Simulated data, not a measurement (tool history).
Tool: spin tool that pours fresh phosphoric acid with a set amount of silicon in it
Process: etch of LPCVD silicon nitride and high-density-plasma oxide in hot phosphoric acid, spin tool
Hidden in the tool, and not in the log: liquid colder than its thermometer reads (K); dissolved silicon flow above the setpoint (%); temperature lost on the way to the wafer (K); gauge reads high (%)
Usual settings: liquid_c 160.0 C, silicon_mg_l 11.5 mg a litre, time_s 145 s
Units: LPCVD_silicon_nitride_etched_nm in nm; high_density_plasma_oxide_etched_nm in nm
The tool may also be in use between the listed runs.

run	hour	liquid_c	silicon_mg_l	time_s	wafers since the last listed run	hours since the thermometer was replaced	hours since the dissolved silicon flow meter was replaced	hours since the heated supply line was repaired	hours since the gauge calibration	read-back film thickness of the LPCVD silicon nitride reference wafer, read on the same gauge (nm)	read-back film thickness of the high-density-plasma oxide reference wafer, read on the same gauge (nm)	LPCVD_silicon_nitride_etched_nm	high_density_plasma_oxide_etched_nm
1	0.0	160.0	6.5	110	0	2354.6	2210.5	43.8	1616.6	29.99	39.951	7.88	0.292
# hour 1.8: thermometer replaced
2	57.7	160.0	11.5	145	671	55.9	2268.2	101.5	1674.3	29.99	39.957	11.48	0.382
3	108.0	162.0	4.5	170	595	106.2	2318.5	151.8	1724.6	30.00	40.004	14.20	0.712
# hour 133.4: dissolved silicon flow meter replaced
4	176.4	160.0	11.5	145	798	174.6	43.0	220.2	1793.0	30.01	40.009	11.45	0.416
# hour 207.3: gauge calibrated
5	227.2	157.5	8.0	145	601	225.4	93.8	271.0	19.9	29.99	39.962	10.60	0.389
6	274.9	160.0	11.5	105	565	273.1	141.5	318.7	67.6	30.01	39.965	8.27	0.324
7	315.2	160.0	19.5	115	477	313.4	181.8	359.0	107.9	30.01	39.971	9.03	0.261
8	363.1	160.0	11.5	145	567	361.3	229.7	406.9	155.8	30.00	40.009	11.51	0.393
9	401.3	160.0	11.5	145	452	399.5	267.9	445.1	194.0	29.96	40.033	11.19	0.431
10	464.2	160.0	14.5	145	745	462.4	330.8	508.0	256.9	30.00	39.971	11.25	0.359
11	506.9	161.0	18.0	205	505	505.1	373.5	550.7	299.6	29.96	39.937	16.52	0.510
12	558.3	160.0	11.5	145	608	556.5	424.9	602.1	351.0	30.00	40.002	11.15	0.400
13	599.3	159.0	6.5	165	485	597.5	465.9	643.1	392.0	30.00	40.039	12.33	0.475
14	641.5	161.0	3.5	185	499	639.7	508.1	685.3	434.2	30.02	39.997	14.79	0.692
15	667.8	160.0	11.5	145	311	666.0	534.4	711.6	460.5	29.95	39.964	11.19	0.437
16	813.3	160.0	11.5	145	1723	811.5	679.9	857.1	606.0	30.05	39.962	11.09	0.409
17	869.7	157.0	9.0	95	668	867.9	736.3	913.5	662.4	30.01	39.991	6.64	0.216
18	910.2	162.0	11.5	175	479	908.4	776.8	954.0	702.9	29.96	39.993	14.09	0.499
19	972.1	160.0	11.5	90	733	970.3	838.7	1015.9	764.8	29.98	40.008	6.83	0.240
20	1038.6	160.0	18.0	190	787	1036.8	905.2	1082.4	831.3	29.99	39.946	14.37	0.338
21	1110.6	159.0	3.0	180	852	1108.8	977.2	1154.4	903.3	29.96	40.010	13.03	0.473

How the hidden state differs across the entries between the runs, from the last listed run before each to the first after it:
Between runs 1 and 2: thermometer replaced (hour 1.8)
  liquid colder than its thermometer reads (K): 2.92 -> 0.571
  measured less the result without the state, LPCVD_silicon_nitride_etched_nm: -0.82 -> -0.22 nm; high_density_plasma_oxide_etched_nm: -0.071 -> -0.016 nm
Between runs 3 and 4: dissolved silicon flow meter replaced (hour 133.4)
  liquid colder than its thermometer reads (K): 0.627 -> 0.702
  measured less the result without the state, LPCVD_silicon_nitride_etched_nm: -0.30 -> -0.27 nm; high_density_plasma_oxide_etched_nm: -0.033 -> -0.022 nm
Between runs 4 and 5: gauge calibrated (hour 207.3)
  liquid colder than its thermometer reads (K): 0.702 -> 0.758
  measured less the result without the state, LPCVD_silicon_nitride_etched_nm: -0.27 -> -0.28 nm; high_density_plasma_oxide_etched_nm: -0.022 -> -0.023 nm
